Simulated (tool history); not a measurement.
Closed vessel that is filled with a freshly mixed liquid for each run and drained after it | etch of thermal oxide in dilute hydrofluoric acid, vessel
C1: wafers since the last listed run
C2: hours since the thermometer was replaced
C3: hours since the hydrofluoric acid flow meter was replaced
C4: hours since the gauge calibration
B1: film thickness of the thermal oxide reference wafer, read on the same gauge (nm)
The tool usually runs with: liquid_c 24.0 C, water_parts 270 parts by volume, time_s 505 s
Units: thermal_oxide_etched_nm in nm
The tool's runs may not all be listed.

{"run": 1, "hour": 0.0, "liquid_c": 24.0, "water_parts": 270, "time_s": 705, "C1": 0, "C2": 1674.7, "C3": 315.6, "C4": 312.6, "B1": 150.0, "thermal_oxide_etched_nm": 11.25}
{"run": 2, "hour": 41.5, "liquid_c": 24.0, "water_parts": 270, "time_s": 580, "C1": 2560, "C2": 1716.2, "C3": 357.1, "C4": 354.1, "B1": 150.0, "thermal_oxide_etched_nm": 9.3}
{"run": 3, "hour": 103.6, "liquid_c": 24.0, "water_parts": 270, "time_s": 580, "C1": 3832, "C2": 1778.3, "C3": 419.2, "C4": 416.2, "B1": 150.02, "thermal_oxide_etched_nm": 9.41}
{"run": 4, "hour": 145.6, "liquid_c": 24.0, "water_parts": 270, "time_s": 575, "C1": 2591, "C2": 1820.3, "C3": 461.2, "C4": 458.2, "B1": 149.99, "thermal_oxide_etched_nm": 9.23}
{"run": 5, "hour": 211.5, "liquid_c": 24.0, "water_parts": 270, "time_s": 575, "C1": 4066, "C2": 1886.2, "C3": 527.1, "C4": 524.1, "B1": 150.02, "thermal_oxide_etched_nm": 9.44}
{"run": 6, "hour": 272.3, "liquid_c": 24.0, "water_parts": 270, "time_s": 575, "C1": 3751, "C2": 1947.0, "C3": 587.9, "C4": 584.9, "B1": 150.0, "thermal_oxide_etched_nm": 9.29}
{"run": 7, "hour": 332.5, "liquid_c": 24.0, "water_parts": 270, "time_s": 505, "C1": 3714, "C2": 2007.2, "C3": 648.1, "C4": 645.1, "B1": 150.01, "thermal_oxide_etched_nm": 8.34}
{"run": 8, "hour": 358.4, "liquid_c": 24.0, "water_parts": 270, "time_s": 505, "C1": 1598, "C2": 2033.1, "C3": 674.0, "C4": 671.0, "B1": 150.0, "thermal_oxide_etched_nm": 8.27}
{"run": 9, "hour": 429.0, "liquid_c": 24.0, "water_parts": 270, "time_s": 505, "C1": 4356, "C2": 2103.7, "C3": 744.6, "C4": 741.6, "B1": 150.01, "thermal_oxide_etched_nm": 8.38}
{"run": 10, "hour": 461.5, "liquid_c": 24.0, "water_parts": 270, "time_s": 505, "C1": 2005, "C2": 2136.2, "C3": 777.1, "C4": 774.1, "B1": 149.99, "thermal_oxide_etched_nm": 8.29}
{"run": 11, "hour": 516.7, "liquid_c": 24.0, "water_parts": 270, "time_s": 505, "C1": 3406, "C2": 2191.4, "C3": 832.3, "C4": 829.3, "B1": 150.02, "thermal_oxide_etched_nm": 8.32}
{"run": 12, "hour": 559.2, "liquid_c": 24.0, "water_parts": 295, "time_s": 360, "C1": 2622, "C2": 2233.9, "C3": 874.8, "C4": 871.8, "B1": 150.0, "thermal_oxide_etched_nm": 5.32}
{"run": 13, "hour": 615.7, "liquid_c": 24.0, "water_parts": 295, "time_s": 360, "C1": 3486, "C2": 2290.4, "C3": 931.3, "C4": 928.3, "B1": 149.99, "thermal_oxide_etched_nm": 5.28}
{"run": 14, "hour": 665.6, "liquid_c": 24.0, "water_parts": 295, "time_s": 360, "C1": 3079, "C2": 2340.3, "C3": 981.2, "C4": 978.2, "B1": 149.98, "thermal_oxide_etched_nm": 5.4}
{"hour": 702.6, "done": "hydrofluoric acid flow meter replaced"}
{"run": 15, "hour": 722.0, "liquid_c": 24.0, "water_parts": 270, "time_s": 505, "C1": 3418, "C2": 2396.7, "C3": 19.4, "C4": 1034.6, "B1": 150.01, "thermal_oxide_etched_nm": 7.96}
{"run": 16, "hour": 760.6, "liquid_c": 24.0, "water_parts": 270, "time_s": 505, "C1": 2382, "C2": 2435.3, "C3": 58.0, "C4": 1073.2, "B1": 149.97, "thermal_oxide_etched_nm": 8.05}
{"run": 17, "hour": 824.3, "liquid_c": 22.5, "water_parts": 145, "time_s": 400, "C1": 3930, "C2": 2499.0, "C3": 121.7, "C4": 1136.9, "B1": 150.0, "thermal_oxide_etched_nm": 12.81}
{"run": 18, "hour": 868.9, "liquid_c": 27.0, "water_parts": 185, "time_s": 275, "C1": 2752, "C2": 2543.6, "C3": 166.3, "C4": 1181.5, "B1": 150.0, "thermal_oxide_etched_nm": 7.92}
{"run": 19, "hour": 927.8, "liquid_c": 27.0, "water_parts": 330, "time_s": 745, "C1": 3634, "C2": 2602.5, "C3": 225.2, "C4": 1240.4, "B1": 150.03, "thermal_oxide_etched_nm": 10.23}
{"run": 20, "hour": 972.8, "liquid_c": 21.5, "water_parts": 360, "time_s": 225, "C1": 2776, "C2": 2647.5, "C3": 270.2, "C4": 1285.4, "B1": 150.01, "thermal_oxide_etched_nm": 2.3}
{"run": 21, "hour": 997.8, "liquid_c": 24.0, "water_parts": 365, "time_s": 505, "C1": 1542, "C2": 2672.5, "C3": 295.2, "C4": 1310.4, "B1": 149.99, "thermal_oxide_etched_nm": 5.55}
{"run": 22, "hour": 1034.9, "liquid_c": 24.0, "water_parts": 270, "time_s": 575, "C1": 2289, "C2": 2709.6, "C3": 332.3, "C4": 1347.5, "B1": 149.96, "thermal_oxide_etched_nm": 9.28}
{"hour": 1077.9, "done": "thermometer replaced"}
{"run": 23, "hour": 1103.9, "liquid_c": 24.0, "water_parts": 165, "time_s": 505, "C1": 4196, "C2": 26.0, "C3": 401.3, "C4": 1416.5, "B1": 150.02, "thermal_oxide_etched_nm": 15.02}
{"run": 24, "hour": 1132.3, "liquid_c": 25.5, "water_parts": 270, "time_s": 505, "C1": 1752, "C2": 54.4, "C3": 429.7, "C4": 1444.9, "B1": 150.0, "thermal_oxide_etched_nm": 8.71}
{"hour": 1145.5, "done": "gauge calibrated"}
{"run": 25, "hour": 1177.7, "liquid_c": 28.0, "water_parts": 165, "time_s": 505, "C1": 2801, "C2": 99.8, "C3": 475.1, "C4": 32.2, "B1": 149.97, "thermal_oxide_etched_nm": 17.19}
{"run": 26, "hour": 1228.7, "liquid_c": 25.5, "water_parts": 145, "time_s": 505, "C1": 3147, "C2": 150.8, "C3": 526.1, "C4": 83.2, "B1": 149.99, "thermal_oxide_etched_nm": 18.62}
{"run": 27, "hour": 1291.4, "liquid_c": 29.0, "water_parts": 270, "time_s": 505, "C1": 3869, "C2": 213.5, "C3": 588.8, "C4": 145.9, "B1": 150.02, "thermal_oxide_etched_nm": 9.84}
{"run": 28, "hour": 1388.5, "liquid_c": 21.0, "water_parts": 270, "time_s": 505, "C1": 5992, "C2": 310.6, "C3": 685.9, "C4": 243.0, "B1": 150.01, "thermal_oxide_etched_nm": 7.47}
{"run": 29, "hour": 1443.3, "liquid_c": 28.0, "water_parts": 270, "time_s": 505, "C1": 3381, "C2": 365.4, "C3": 740.7, "C4": 297.8, "B1": 150.0, "thermal_oxide_etched_nm": 9.59}
{"run": 30, "hour": 1510.6, "liquid_c": 24.0, "water_parts": 270, "time_s": 505, "C1": 4153, "C2": 432.7, "C3": 808.0, "C4": 365.1, "B1": 149.98, "thermal_oxide_etched_nm": 8.44}
{"run": 31, "hour": 1550.4, "liquid_c": 24.0, "water_parts": 270, "time_s": 505, "C1": 2456, "C2": 472.5, "C3": 847.8, "C4": 404.9, "B1": 149.98, "thermal_oxide_etched_nm": 8.43}
{"run": 32, "hour": 1591.5, "liquid_c": 28.0, "water_parts": 270, "time_s": 320, "C1": 2536, "C2": 513.6, "C3": 888.9, "C4": 446.0, "B1": 149.99, "thermal_oxide_etched_nm": 6.16}

Branching from run 32: 4 alternative next runs. What would each branch give?
{"run": "A", "hour": 1592.3, "liquid_c": 24.0, "water_parts": 270, "time_s": 505, "C1": 49, "C2": 514.4, "C3": 889.7, "C4": 446.8, "B1": "?", "thermal_oxide_etched_nm": "?"}
{"run": "B", "hour": 1592.3, "liquid_c": 24.0, "water_parts": 230, "time_s": 595, "C1": 49, "C2": 514.4, "C3": 889.7, "C4": 446.8, "B1": "?", "thermal_oxide_etched_nm": "?"}
{"run": "C", "hour": 1592.3, "liquid_c": 24.0, "water_parts": 140, "time_s": 505, "C1": 49, "C2": 514.4, "C3": 889.7, "C4": 446.8, "B1": "?", "thermal_oxide_etched_nm": "?"}
{"run": "D", "hour": 1592.3, "liquid_c": 28.0, "water_parts": 395, "time_s": 505, "C1": 49, "C2": 514.4, "C3": 889.7, "C4": 446.8, "B1": "?", "thermal_oxide_etched_nm": "?"}

run=A B1=149.99 thermal_oxide_etched_nm=8.52
run=B B1=149.99 thermal_oxide_etched_nm=12.26
run=C B1=149.99 thermal_oxide_etched_nm=18.81
run=D B1=149.99 thermal_oxide_etched_nm=5.91
Without the tool's hidden state the same runs would have given:
run=A thermal_oxide_etched_nm=8.05
run=B thermal_oxide_etched_nm=11.60
run=C thermal_oxide_etched_nm=17.85
run=D thermal_oxide_etched_nm=5.56
